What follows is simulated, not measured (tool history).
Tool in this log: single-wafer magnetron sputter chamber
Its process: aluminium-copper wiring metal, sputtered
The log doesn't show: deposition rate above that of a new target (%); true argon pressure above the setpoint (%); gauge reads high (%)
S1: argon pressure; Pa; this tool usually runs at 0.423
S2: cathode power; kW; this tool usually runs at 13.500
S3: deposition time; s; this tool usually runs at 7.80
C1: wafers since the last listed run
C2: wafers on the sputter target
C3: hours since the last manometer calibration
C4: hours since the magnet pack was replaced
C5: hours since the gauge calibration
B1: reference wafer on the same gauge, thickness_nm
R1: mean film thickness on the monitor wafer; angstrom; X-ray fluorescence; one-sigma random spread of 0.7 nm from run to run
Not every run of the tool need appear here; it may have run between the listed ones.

run     day     S1      S2    S3    C1    C2      C3      C4      C5       B1       R1
  1   0.000  0.423  13.500  8.78     0  8170   887.2  5337.0   675.2  171.059  2128.45
      2.588  -- sputter target and shields replaced
  2   2.738  0.423  13.500  8.78  1213    76   952.9  5402.7   740.9  171.020  2159.04
  3   4.296  0.423  13.500  7.80   786   862   990.3  5440.1   778.3  170.932  1921.89
  4   5.300  0.423  13.500  7.80   507  1370  1014.4  5464.2   802.4  171.054  1905.07
  5   8.821  0.423  13.500  7.80  1777  3147  1098.9  5548.7   886.9  171.019  1906.26
  6  11.221  0.423  13.500  7.80  1211  4359  1156.5  5606.3   944.5  171.242  1888.39
  7  13.721  0.423  13.500  8.79  1262  5621  1216.5  5666.3  1004.5  170.996  2134.00
  8  19.762  0.423  13.500  8.79  3050  8672  1361.5  5811.3  1149.5  170.947  2091.46
  9  21.704  0.537  13.500  8.14   980  9652  1408.1  5857.9  1196.1  171.097  1767.24
     22.038  -- sputter target and shields replaced
 10  23.725  0.537  13.500  8.14   852   851  1456.6  5906.4  1244.6  171.003  1848.34
 11  25.275  0.423  15.800  8.87   782  1633  1493.8  5943.6  1281.8  171.011  2363.55
 12  27.721  0.423  15.800  8.87  1234  2868  1552.5  6002.3  1340.5  171.004  2334.40
 13  29.517  0.423  15.800  8.87   906  3775  1595.6  6045.4  1383.6  170.953  2331.44
     29.812  -- gauge calibrated
     30.942  -- magnet pack replaced
 14  30.962  0.423  13.500  7.80   561  4337  1630.3     0.5    27.6  171.139  1881.16
 15  32.792  0.423  13.500  7.80   923  5260  1674.2    44.4    71.5  171.022  1866.76
 16  35.662  0.372  13.500  7.80  1449  6710  1743.1   113.3   140.4  170.962  1915.08
 17  37.133  0.528  15.550  8.79   742  7453  1778.4   148.6   175.7  170.908  2088.57
 18  38.171  0.327  10.900  6.69   523  7976  1803.3   173.5   200.6  170.863  1499.82
 19  40.904  0.423  14.850  7.80  1380  9357  1868.9   239.1   266.2  171.041  1900.98
     42.821  -- sputter target and shields replaced
 20  42.842  0.503  13.500  6.68   809    11  1915.4   285.6   312.7  171.035  1513.57
     45.162  -- capacitance manometer re-zeroed and calibrated
 21  45.183  0.551  13.500  9.04  1014  1025     0.5   341.8   368.9  171.107  2092.25
 22  47.800  0.472  14.400  7.80  1321  2346    63.3   404.6   431.7  170.926  1953.33
 23  50.692  0.423  13.500  7.80  1460  3806   132.7   474.0   501.1  170.904  1940.10
 24  53.238  0.423  15.800  8.87  1285  5092   193.8   535.1   562.2  170.951  2391.15
 25  55.775  0.499  15.300  8.27  1281  6373   254.7   596.0   623.1  171.043  2078.55
 26  57.204  0.516  15.450  8.20   721  7094   289.0   630.3   657.4  170.942  2029.87
 27  58.575  0.423  15.800  8.87   692  7787   321.9   663.2   690.3  170.950  2354.22
     61.638  -- sputter target and shields replaced
 28  61.658  0.423  13.500  7.80  1388    10   395.9   737.2   764.3  170.964  1947.10
 29  63.575  0.367  11.150  9.03   967   978   441.9   783.2   810.3  171.117  2118.06
 30  67.025  0.522  13.500  8.69  1741  2720   524.7   866.0   893.1  171.019  2029.03
 31  69.200  0.550  14.600  6.45  1098  3818   576.9   918.2   945.3  170.812  1552.05

Predict the results of run 32:
 32  70.362  0.423  15.000  7.27  586  4405  604.8  946.1  973.2   ?   ?

Logged for run 32: B1 171.077, R1 1905.08 angstrom.
Were there no unlogged condition in the tool, this run, its random variation unchanged, would have produced R1 1936.01 angstrom.

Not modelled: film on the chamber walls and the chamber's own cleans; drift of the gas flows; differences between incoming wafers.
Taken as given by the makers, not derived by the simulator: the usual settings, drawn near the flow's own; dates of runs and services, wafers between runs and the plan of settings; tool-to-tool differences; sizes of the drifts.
